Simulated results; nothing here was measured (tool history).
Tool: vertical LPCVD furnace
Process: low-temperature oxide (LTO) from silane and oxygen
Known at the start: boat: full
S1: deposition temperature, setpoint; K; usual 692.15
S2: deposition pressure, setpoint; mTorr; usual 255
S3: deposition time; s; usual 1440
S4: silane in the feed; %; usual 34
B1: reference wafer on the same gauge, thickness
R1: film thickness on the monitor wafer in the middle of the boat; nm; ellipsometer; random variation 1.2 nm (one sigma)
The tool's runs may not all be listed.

| run | hour | S1 | S2 | S3 | S4 | B1 | R1 |
|---|---|---|---|---|---|---|---|
| 1 | 0.0 | 692.15 | 255 | 1800 | 34 | 234.02 | 334.76 |
|  | 20.1 | gauge calibrated |
| 2 | 31.3 | 692.15 | 255 | 1440 | 34 | 234.36 | 270.01 |
| 3 | 50.1 | 692.15 | 255 | 1440 | 34 | 234.01 | 271.06 |
| 4 | 76.8 | 695.15 | 220 | 1440 | 34 | 233.82 | 240.22 |
| 5 | 95.1 | 695.15 | 220 | 1440 | 34 | 233.98 | 240.08 |
| 6 | 118.3 | 692.15 | 255 | 1080 | 34 | 234.19 | 201.83 |
| 7 | 149.6 | 692.15 | 255 | 1440 | 34 | 233.96 | 268.39 |
| 8 | 184.0 | 692.15 | 255 | 1440 | 34 | 233.85 | 268.69 |
| 9 | 216.5 | 692.15 | 255 | 1440 | 34 | 233.88 | 270.61 |
| 10 | 248.8 | 692.15 | 255 | 1440 | 34 | 233.97 | 270.37 |
|  | 278.6 | thermocouples replaced and temperature profile calibrated |
|  | 300.7 | pressure gauge zeroed |
| 11 | 301.2 | 692.15 | 255 | 1440 | 34 | 234.22 | 268.55 |
| 12 | 305.2 | 692.15 | 255 | 1440 | 34 | 233.83 | 270.87 |
| 13 | 309.2 | 697.15 | 255 | 1440 | 34 | 233.84 | 286.49 |
| 14 | 320.9 | 692.15 | 255 | 1440 | 34 | 234.28 | 268.47 |
| 15 | 366.2 | 702.15 | 255 | 1440 | 39 | 234.10 | 353.38 |
| 16 | 382.8 | 692.15 | 235 | 900 | 34 | 233.84 | 156.06 |
|  | 417.4 | silane flow controller replaced |
| 17 | 417.9 | 685.15 | 255 | 1440 | 37 | 234.04 | 279.63 |
| 18 | 433.0 | 692.15 | 255 | 1440 | 34 | 233.95 | 268.75 |
| 19 | 456.2 | 692.15 | 305 | 1440 | 34 | 233.81 | 320.46 |
|  | 503.4 | gauge calibrated |
| 20 | 559.1 | 685.15 | 225 | 930 | 39 | 233.90 | 169.19 |
| 21 | 582.3 | 702.15 | 255 | 1440 | 30 | 234.15 | 253.17 |

Run 22 comes next. What will it give?
| 22 | 605.2 | 704.15 | 310 | 870 | 40 | ? | ? |

Run 22 gave B1 233.86, R1 272.49 nm.
Without the tool's hidden state the same run would have given R1 272.49 nm.
